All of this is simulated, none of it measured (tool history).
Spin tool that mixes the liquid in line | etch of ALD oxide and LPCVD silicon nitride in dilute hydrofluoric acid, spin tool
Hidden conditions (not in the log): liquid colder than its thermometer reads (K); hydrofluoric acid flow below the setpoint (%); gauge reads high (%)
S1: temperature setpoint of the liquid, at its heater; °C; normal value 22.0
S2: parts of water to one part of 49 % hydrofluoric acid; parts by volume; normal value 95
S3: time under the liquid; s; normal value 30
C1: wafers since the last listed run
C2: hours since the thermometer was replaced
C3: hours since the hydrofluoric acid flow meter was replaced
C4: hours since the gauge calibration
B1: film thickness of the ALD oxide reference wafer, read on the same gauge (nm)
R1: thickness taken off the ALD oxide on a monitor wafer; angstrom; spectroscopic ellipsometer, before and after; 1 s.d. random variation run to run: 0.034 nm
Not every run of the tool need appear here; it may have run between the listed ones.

run,hour,S1,S2,S3,C1,C2,C3,C4,B1,R1
1,0.0,22.0,95,30,0,2139.6,967.3,597.8,89.93,51.1
2,53.0,23.5,95,30,494,2192.6,1020.3,650.8,90.00,54.0
3,78.4,22.0,95,45,236,2218.0,1045.7,676.2,89.96,77.3
4,137.8,22.0,95,45,553,2277.4,1105.1,735.6,90.04,76.3
5,182.3,22.0,95,30,415,2321.9,1149.6,780.1,90.02,50.8
6,207.9,22.0,95,30,238,2347.5,1175.2,805.7,90.01,50.7
7,242.7,22.0,95,30,324,2382.3,1210.0,840.5,90.00,50.5
# hour 301.1: thermometer replaced
8,424.1,22.0,135,30,1682,123.0,1391.4,1021.9,90.00,33.7
9,567.1,22.0,95,30,1333,266.0,1534.4,1164.9,89.99,49.1
10,607.7,22.0,95,30,378,306.6,1575.0,1205.5,90.04,48.9
# hour 654.9: hydrofluoric acid flow meter replaced
11,670.1,22.0,60,45,572,369.0,15.2,1267.9,89.96,115.1
12,701.4,20.0,75,15,291,400.3,46.5,1299.2,90.01,27.8
13,727.5,22.0,95,45,243,426.4,72.6,1325.3,90.05,69.8
14,782.6,22.0,125,30,513,481.5,127.7,1380.4,89.99,33.8
15,845.1,22.0,120,30,582,544.0,190.2,1442.9,90.05,35.2
16,885.3,19.5,95,30,374,584.2,230.4,1483.1,89.99,41.5
# hour 909.0: gauge calibrated
17,911.6,24.5,110,20,245,610.5,256.7,2.6,90.06,28.5
18,966.3,22.0,95,30,510,665.2,311.4,57.3,90.01,45.9
# hour 972.4: hydrofluoric acid flow meter replaced, repeated, since the last time left the tool worse
19,1014.2,20.5,95,30,437,713.1,41.8,105.2,89.99,50.1
20,1062.5,22.0,120,30,450,761.4,90.1,153.5,89.99,41.7
21,1088.2,25.5,65,35,239,787.1,115.8,179.2,90.03,108.8
22,1159.8,22.0,95,30,667,858.7,187.4,250.8,90.00,53.7
23,1211.7,23.5,75,15,484,910.6,239.3,302.7,89.99,36.7
24,1263.1,18.5,135,45,479,962.0,290.7,354.1,90.03,46.5
25,1324.9,20.5,70,45,576,1023.8,352.5,415.9,90.02,104.3

Forecast each of these 5 alternatives for the next run:
A,1325.3,22.0,130,30,3,1024.2,352.9,416.3,?,?
B,1325.3,22.0,95,15,3,1024.2,352.9,416.3,?,?
C,1325.3,23.5,135,40,3,1024.2,352.9,416.3,?,?
D,1325.3,24.5,95,15,3,1024.2,352.9,416.3,?,?
E,1325.3,22.0,55,35,3,1024.2,352.9,416.3,?,?

run,B1,R1
A,90.01,37.3
B,90.01,26.6
C,90.01,50.5
D,90.01,29.4
E,90.01,112.5
Take away the tool's hidden state, keep each run's random variation, and the runs would have read:
run,R1
A,38.2
B,27.2
C,51.7
D,30.0
E,115.0
